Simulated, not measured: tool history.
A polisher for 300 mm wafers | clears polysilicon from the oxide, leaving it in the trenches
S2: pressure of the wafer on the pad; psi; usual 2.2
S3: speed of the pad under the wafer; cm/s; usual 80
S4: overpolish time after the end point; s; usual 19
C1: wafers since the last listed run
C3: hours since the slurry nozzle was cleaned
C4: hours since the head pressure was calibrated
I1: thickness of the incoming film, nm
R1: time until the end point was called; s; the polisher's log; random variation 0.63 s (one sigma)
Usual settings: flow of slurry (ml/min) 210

run 1 hour=0.0 | flow_of_slurry_(ml/min)=210 S2=2.2 S3=80 S4=19 | C1=0 wafers_polished_on_this_pad=500 C3=342.5 C4=207.9 | I1=407.6 | R1=53.4
run 2 hour=10.7 | flow_of_slurry_(ml/min)=210 S2=2.2 S3=80 S4=19 | C1=77 wafers_polished_on_this_pad=577 C3=353.2 C4=218.6 | I1=399.4 | R1=51.1
run 3 hour=21.6 | flow_of_slurry_(ml/min)=210 S2=2.2 S3=80 S4=19 | C1=78 wafers_polished_on_this_pad=656 C3=364.1 C4=229.5 | I1=399.1 | R1=52.9
run 4 hour=39.4 | flow_of_slurry_(ml/min)=165 S2=2.2 S3=62 S4=19 | C1=128 wafers_polished_on_this_pad=784 C3=381.9 C4=247.3 | I1=403.7 | R1=73.0
run 5 hour=51.5 | flow_of_slurry_(ml/min)=210 S2=2.4 S3=80 S4=19 | C1=87 wafers_polished_on_this_pad=872 C3=394.0 C4=259.4 | I1=402.7 | R1=49.0
-- hour=59.6 worn pad replaced by a new one
run 6 hour=65.7 | flow_of_slurry_(ml/min)=210 S2=2.4 S3=80 S4=19 | C1=73 wafers_polished_on_this_pad=44 C3=408.2 C4=273.6 | I1=400.9 | R1=48.9
run 7 hour=73.7 | flow_of_slurry_(ml/min)=210 S2=2.2 S3=80 S4=19 | C1=57 wafers_polished_on_this_pad=101 C3=416.2 C4=281.6 | I1=401.5 | R1=56.0
run 8 hour=85.0 | flow_of_slurry_(ml/min)=210 S2=2.2 S3=80 S4=19 | C1=81 wafers_polished_on_this_pad=183 C3=427.5 C4=292.9 | I1=396.4 | R1=53.7
run 9 hour=95.0 | flow_of_slurry_(ml/min)=230 S2=2.2 S3=80 S4=19 | C1=72 wafers_polished_on_this_pad=255 C3=437.5 C4=302.9 | I1=401.7 | R1=52.7
-- hour=106.0 slurry nozzle cleaned
run 10 hour=106.5 | flow_of_slurry_(ml/min)=230 S2=2.2 S3=80 S4=19 | C1=75 wafers_polished_on_this_pad=331 C3=0.5 C4=314.4 | I1=393.2 | R1=47.5
run 11 hour=118.8 | flow_of_slurry_(ml/min)=210 S2=2.2 S3=80 S4=19 | C1=88 wafers_polished_on_this_pad=419 C3=12.8 C4=326.7 | I1=395.4 | R1=48.7
run 12 hour=129.3 | flow_of_slurry_(ml/min)=255 S2=2.6 S3=96 S4=27 | C1=75 wafers_polished_on_this_pad=495 C3=23.3 C4=337.2 | I1=404.9 | R1=34.7
run 13 hour=142.4 | flow_of_slurry_(ml/min)=145 S2=1.5 S3=98 S4=16 | C1=94 wafers_polished_on_this_pad=589 C3=36.4 C4=350.3 | I1=398.3 | R1=63.8
run 14 hour=153.2 | flow_of_slurry_(ml/min)=210 S2=2.2 S3=98 S4=19 | C1=77 wafers_polished_on_this_pad=667 C3=47.2 C4=361.1 | I1=401.2 | R1=40.8
-- hour=166.8 head pressure recalibrated
run 15 hour=168.5 | flow_of_slurry_(ml/min)=210 S2=2.5 S3=72 S4=23 | C1=95 wafers_polished_on_this_pad=763 C3=62.5 C4=1.7 | I1=399.5 | R1=44.6
run 16 hour=183.3 | flow_of_slurry_(ml/min)=150 S2=2.2 S3=68 S4=14 | C1=106 wafers_polished_on_this_pad=870 C3=77.3 C4=16.5 | I1=393.6 | R1=57.9
-- hour=192.4 worn pad replaced by a new one
run 17 hour=193.7 | flow_of_slurry_(ml/min)=210 S2=2.0 S3=88 S4=19 | C1=46 wafers_polished_on_this_pad=9 C3=87.7 C4=26.9 | I1=400.9 | R1=47.2
run 18 hour=204.0 | flow_of_slurry_(ml/min)=210 S2=2.7 S3=80 S4=26 | C1=74 wafers_polished_on_this_pad=83 C3=98.0 C4=37.2 | I1=394.8 | R1=38.9
run 19 hour=218.5 | flow_of_slurry_(ml/min)=210 S2=2.2 S3=80 S4=19 | C1=104 wafers_polished_on_this_pad=188 C3=112.5 C4=51.7 | I1=400.4 | R1=46.6
run 20 hour=229.2 | flow_of_slurry_(ml/min)=210 S2=2.5 S3=80 S4=19 | C1=77 wafers_polished_on_this_pad=265 C3=123.2 C4=62.4 | I1=400.8 | R1=41.8
run 21 hour=241.9 | flow_of_slurry_(ml/min)=210 S2=2.2 S3=80 S4=19 | C1=91 wafers_polished_on_this_pad=357 C3=135.9 C4=75.1 | I1=400.4 | R1=47.0
run 22 hour=258.9 | flow_of_slurry_(ml/min)=140 S2=2.2 S3=62 S4=27 | C1=122 wafers_polished_on_this_pad=479 C3=152.9 C4=92.1 | I1=400.5 | R1=67.5
run 23 hour=270.9 | flow_of_slurry_(ml/min)=210 S2=2.2 S3=68 S4=19 | C1=86 wafers_polished_on_this_pad=566 C3=164.9 C4=104.1 | I1=400.2 | R1=56.5

The same runs without the tool's hidden state, with the same run-to-run variation:
The hidden state here: removal rate lost through wear of the pad, %; slurry flow missing at the pad, %; deviation of the head's pressure from its setpoint, %.
run=1 R1=46.5
run=2 R1=44.2
run=3 R1=45.6
run=4 R1=60.6
run=5 R1=41.6
run=6 R1=41.3
run=7 R1=47.1
run=8 R1=44.9
run=9 R1=44.3
run=10 R1=43.7
run=11 R1=44.3
run=12 R1=31.4
run=13 R1=56.5
run=14 R1=36.0
run=15 R1=43.4
run=16 R1=55.3
run=17 R1=45.5
run=18 R1=37.4
run=19 R1=44.5
run=20 R1=39.8
run=21 R1=44.5
run=22 R1=61.7
run=23 R1=52.8
